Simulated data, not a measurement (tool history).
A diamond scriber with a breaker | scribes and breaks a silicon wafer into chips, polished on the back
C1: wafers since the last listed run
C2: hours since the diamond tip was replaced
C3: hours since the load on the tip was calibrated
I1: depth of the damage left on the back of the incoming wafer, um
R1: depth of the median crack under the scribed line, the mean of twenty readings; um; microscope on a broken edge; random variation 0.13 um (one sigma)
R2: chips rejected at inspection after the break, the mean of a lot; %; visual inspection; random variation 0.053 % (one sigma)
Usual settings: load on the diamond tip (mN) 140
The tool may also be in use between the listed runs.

Run 1, day 0: usual settings; C1 0; C2 259.7; C3 357.3; I1 0.01. Result: R1 11.37 um, R2 1.27 %.
Run 2, day 3.042: usual settings but load on the diamond tip (mN) 112; C1 110; C2 332.7; C3 430.3; I1 0.05. Result: R1 9.01 um, R2 9.03 %.
At day 3.738: diamond tip replaced by a new one.
Run 3, day 3.904: usual settings but load on the diamond tip (mN) 112; C1 28; C2 4; C3 451; I1 0.02. Result: R1 9.59 um, R2 3.57 %.
Run 4, day 5.325: usual settings; C1 51; C2 38.1; C3 485.1; I1 0.05. Result: R1 11.84 um, R2 2.84 %.
Run 5, day 5.95: usual settings; C1 22; C2 53.1; C3 500.1; I1 0.01. Result: R1 12.14 um, R2 2.48 %.
Run 6, day 6.554: usual settings; C1 21; C2 67.6; C3 514.6; I1 0.02. Result: R1 11.86 um, R2 2.55 %.
Run 7, day 7.196: usual settings but load on the diamond tip (mN) 172; C1 23; C2 83; C3 530; I1 0.03. Result: R1 14.05 um, R2 13.46 %.
Run 8, day 7.829: usual settings but load on the diamond tip (mN) 172; C1 22; C2 98.2; C3 545.2; I1 0.04. Result: R1 14.35 um, R2 14.47 %.
Run 9, day 9.092: usual settings; C1 45; C2 128.5; C3 575.5; I1 0.05. Result: R1 11.88 um, R2 2.69 %.
Run 10, day 9.896: usual settings; C1 29; C2 147.8; C3 594.8; I1 0.03. Result: R1 11.96 um, R2 2.45 %.
Run 11, day 11.317: usual settings; C1 51; C2 181.9; C3 628.9; I1 0.01. Result: R1 11.65 um, R2 2.43 %.
Run 12, day 12.696: usual settings but load on the diamond tip (mN) 124; C1 49; C2 215; C3 662; I1 0.05. Result: R1 10.44 um, R2 1.48 %.
Run 13, day 13.8: usual settings but load on the diamond tip (mN) 124; C1 40; C2 241.5; C3 688.5; I1 0.01. Result: R1 10.49 um, R2 1.43 %.
Run 14, day 15.142: usual settings but load on the diamond tip (mN) 124; C1 48; C2 273.7; C3 720.7; I1 0.04. Result: R1 10.46 um, R2 1.62 %.
Run 15, day 16.15: usual settings but load on the diamond tip (mN) 122; C1 36; C2 297.9; C3 744.9; I1 0.02. Result: R1 10.32 um, R2 2.32 %.
At day 16.921: diamond tip replaced by a new one.
Run 16, day 17.4: usual settings; C1 42; C2 11.5; C3 774.9; I1 0.01. Result: R1 12.19 um, R2 3.18 %.
Run 17, day 18.579: usual settings; C1 42; C2 39.8; C3 803.2; I1 0.04. Result: R1 12.01 um, R2 3.68 %.
Run 18, day 19.188: usual settings; C1 22; C2 54.4; C3 817.8; I1 0.03. Result: R1 12 um, R2 3.58 %.
Run 19, day 20.012: usual settings; C1 29; C2 74.2; C3 837.6; I1 0.02. Result: R1 12.19 um, R2 3.62 %.
Run 20, day 20.754: usual settings but load on the diamond tip (mN) 178; C1 26; C2 92; C3 855.4; I1 0.02. Result: R1 14.7 um, R2 18.66 %.
Run 21, day 22.171: usual settings; C1 51; C2 126; C3 889.4; I1 0.04. Result: R1 12.27 um, R2 3.08 %.
Run 22, day 23.179: usual settings but load on the diamond tip (mN) 153; C1 36; C2 150.2; C3 913.6; I1 0.03. Result: R1 12.96 um, R2 7.28 %.
Run 23, day 23.679: usual settings but load on the diamond tip (mN) 164; C1 18; C2 162.2; C3 925.6; I1 0.04. Result: R1 13.74 um, R2 12.78 %.
Run 24, day 24.438: usual settings; C1 27; C2 180.4; C3 943.8; I1 0.02. Result: R1 11.85 um, R2 2.91 %.
Run 25, day 25.396: usual settings but load on the diamond tip (mN) 170; C1 34; C2 203.4; C3 966.8; I1 0.03. Result: R1 13.98 um, R2 13.36 %.
Run 26, day 26.171: usual settings but load on the diamond tip (mN) 116; C1 28; C2 222; C3 985.4; I1 0.01. Result: R1 10.1 um, R2 2.43 %.
At day 26.354: load on the tip recalibrated.
Run 27, day 27.033: usual settings but load on the diamond tip (mN) 168; C1 28; C2 242.7; C3 16.3; I1 0.05. Result: R1 12.21 um, R2 3.48 %.
Run 28, day 28.042: usual settings but load on the diamond tip (mN) 153; C1 36; C2 266.9; C3 40.5; I1 0.01. Result: R1 11.57 um, R2 1.35 %.
Run 29, day 29.446: usual settings; C1 50; C2 300.6; C3 74.2; I1 0.03. Result: R1 10.24 um, R2 1.39 %.
At day 30.238: diamond tip replaced by a new one.
Run 30, day 30.842: usual settings but load on the diamond tip (mN) 106; C1 47; C2 14.5; C3 107.7; I1 0.01. Result: R1 8.61 um, R2 10.79 %.
Run 31, day 32.312: usual settings but load on the diamond tip (mN) 151; C1 53; C2 49.8; C3 143; I1 0.05. Result: R1 11.91 um, R2 2.96 %.
Run 32, day 33.471: usual settings but load on the diamond tip (mN) 108; C1 41; C2 77.6; C3 170.8; I1 0.05. Result: R1 9.02 um, R2 7.86 %.
Run 33, day 34.333: usual settings; C1 31; C2 98.3; C3 191.5; I1 0.02. Result: R1 11.14 um, R2 1.41 %.
Run 34, day 35.208: usual settings but load on the diamond tip (mN) 105; C1 31; C2 119.3; C3 212.5; I1 0.02. Result: R1 8.88 um, R2 10.53 %.
Run 35, day 35.75: usual settings; C1 19; C2 132.3; C3 225.5; I1 0.02. Result: R1 11.39 um, R2 1.52 %.
Run 36, day 36.433: usual settings but load on the diamond tip (mN) 160; C1 24; C2 148.7; C3 241.9; I1 0.04. Result: R1 12.58 um, R2 5.83 %.
Run 37, day 37.379: usual settings but load on the diamond tip (mN) 181; C1 34; C2 171.4; C3 264.6; I1 0.02. Result: R1 14.03 um, R2 12.81 %.
Run 38, day 38.425: usual settings but load on the diamond tip (mN) 158; C1 37; C2 196.5; C3 289.7; I1 0.03. Result: R1 12.62 um, R2 4.99 %.
Run 39, day 42.617: usual settings; C1 151; C2 297.1; C3 390.3; I1 0.02. Result: R1 11.04 um, R2 1.11 %.
At day 43.383: diamond tip replaced by a new one.
Run 40, day 43.404: usual settings; C1 25; C2 0.5; C3 409.2; I1 0.04. Result: R1 11.53 um, R2 2.35 %.
Run 41, day 46.517: usual settings but load on the diamond tip (mN) 172; C1 112; C2 75.2; C3 483.9; I1 0.03. Result: R1 14.04 um, R2 13.57 %.

Forecast each of these 4 alternatives for the next run:
Run A, day 46.546: usual settings but load on the diamond tip (mN) 155; C1 1; C2 75.9; C3 484.6; I1 0.04. Result: R1 ?, R2 ?.
Run B, day 46.546: usual settings but load on the diamond tip (mN) 169; C1 1; C2 75.9; C3 484.6; I1 0.04. Result: R1 ?, R2 ?.
Run C, day 46.546: usual settings but load on the diamond tip (mN) 156; C1 1; C2 75.9; C3 484.6; I1 0.04. Result: R1 ?, R2 ?.
Run D, day 46.546: usual settings but load on the diamond tip (mN) 157; C1 1; C2 75.9; C3 484.6; I1 0.04. Result: R1 ?, R2 ?.

run     R1     R2
  A  13.03    6.8
  B  13.98  12.31
  C   13.1   7.16
  D  13.16   7.53
Without the tool's hidden state the same runs would have given:
run     R1    R2
  A  12.01  2.62
  B  12.89  6.12
  C  12.08  2.82
  D  12.14  3.02

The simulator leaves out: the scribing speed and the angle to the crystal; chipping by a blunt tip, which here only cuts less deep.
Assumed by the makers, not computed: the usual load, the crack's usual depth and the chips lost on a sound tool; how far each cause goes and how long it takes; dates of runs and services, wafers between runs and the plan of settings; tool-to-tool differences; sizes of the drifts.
